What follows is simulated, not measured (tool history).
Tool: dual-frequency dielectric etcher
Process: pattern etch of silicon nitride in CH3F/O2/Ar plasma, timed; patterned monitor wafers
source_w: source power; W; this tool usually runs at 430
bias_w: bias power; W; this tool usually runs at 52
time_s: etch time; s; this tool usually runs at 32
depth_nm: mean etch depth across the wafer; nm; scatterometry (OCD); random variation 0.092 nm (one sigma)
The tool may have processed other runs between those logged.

run     day  source_w  bias_w  time_s  wafers since the last listed run  hours since the last wet clean  hours since the last source power generator calibration  hours since the last bias power generator calibration  hours since the last upper electrode change  hours since the gauge calibration  read-back reference wafer on the same gauge, depth_nm  depth_nm
  1       0       430      47      32                                 0                           203.7                                                   3191.7                                                   1653                                       4133.3                             1851.5                                                  22.72      19.8
  2    2.35       430      52    26.5                               732                           260.1                                                   3248.1                                                 1709.4                                       4189.7                             1907.9                                                  22.72     17.21
  3   4.096       430      52    26.5                               544                             302                                                     3290                                                 1751.3                                       4231.6                             1949.8                                                  22.68     17.27
  4   5.617       430      52      26                               474                           338.5                                                   3326.5                                                 1787.8                                       4268.1                             1986.3                                                  22.65     16.88
      7.562  -- gauge calibrated
  5   8.412       430      52      25                               871                           405.6                                                   3393.6                                                 1854.9                                       4335.2                               20.4                                                  24.03     17.16
      9.983  -- wet clean of the chamber
  6  10.004       430      52      32                               184                             0.5                                                   3431.8                                                 1893.1                                       4373.4                               58.6                                                  23.98     21.76
     12.129  -- upper electrode replaced
  7  12.329       430      52      32                               413                            56.3                                                   3487.6                                                 1948.9                                          4.8                              114.4                                                  23.95      21.8
  8  13.508       430      52      32                               367                            84.6                                                   3515.9                                                 1977.2                                         33.1                              142.7                                                  23.96     21.82
  9  14.921       430      52      32                               440                           118.5                                                   3549.8                                                 2011.1                                           67                              176.6                                                  23.91     21.86
 10  17.388       430      52      32                               769                           177.7                                                     3609                                                 2070.3                                        126.2                              235.8                                                  23.86     21.86
     18.988  -- source power generator calibrated
 11  19.754       430      52      32                               686                           234.5                                                     18.4                                                 2127.1                                          183                              292.6                                                  23.88      21.8
     19.979  -- bias power generator calibrated
 12  21.371       500      59    23.5                               452                           273.3                                                     57.2                                                   33.4                                        221.8                              331.4                                                  23.85     18.52
 13  23.704       430      52      32                               727                           329.3                                                    113.2                                                   89.4                                        277.8                              387.4                                                  23.78     21.93
 14  25.146       470      52    35.5                               449                           363.9                                                    147.8                                                    124                                        312.4                                422                                                  23.77     25.44
 15  26.533       430      60    25.5                               432                           397.2                                                    181.1                                                  157.3                                        345.7                              455.3                                                  23.75      18.4
     28.133  -- wet clean of the chamber
 16  28.396       430      52    29.5                               268                             6.3                                                    225.8                                                    202                                        390.4                                500                                                  23.73     19.95
 17  31.254       430      52      32                               891                            74.9                                                    294.4                                                  270.6                                          459                              568.6                                                  23.68     21.64
 18  34.079       430      52      32                               881                           142.7                                                    362.2                                                  338.4                                        526.8                              636.4                                                  23.63     21.58
 19  37.004       530      58      32                               912                           212.9                                                    432.4                                                  408.6                                          597                              706.6                                                  23.61     25.53
 20  38.767       400      55      28                               549                           255.2                                                    474.7                                                  450.9                                        639.3                              748.9                                                  23.62     18.56
 21  40.721       430      52      32                               609                           302.1                                                    521.6                                                  497.8                                        686.2                              795.8                                                  23.59     21.62
 22  43.292       500      47    38.5                               801                           363.8                                                    583.3                                                  559.5                                        747.9                              857.5                                                  23.54     26.96
 23  45.879       430      52      32                               806                           425.9                                                    645.4                                                  621.6                                          810                              919.6                                                  23.53     21.51
 24  47.617       470      43    24.5                               541                           467.6                                                    687.1                                                  663.3                                        851.7                              961.3                                                  23.46     15.76
 25  50.521       430      52      32                               905                           537.3                                                    756.8                                                    733                                        921.4                               1031                                                   23.4     21.28
     52.029  -- wet clean of the chamber
 26  53.408       400      47      28                               588                            33.1                                                    826.1                                                  802.3                                        990.7                             1100.3                                                  23.38        17
 27  55.567       430      52      32                               673                            84.9                                                    877.9                                                  854.1                                       1042.5                             1152.1                                                  23.37     21.27

What will run 28 give?
 28  57.667       430      47      36                               654                           135.3                                                    928.3                                                  904.5                                       1092.9                             1202.5                                                      ?         ?

Run 28 yielded read-back reference wafer on the same gauge, depth_nm 23.32, depth_nm 22.94 nm.
Were there no unlogged condition in the tool, this run, its random variation unchanged, would have produced depth_nm 23.6 nm.
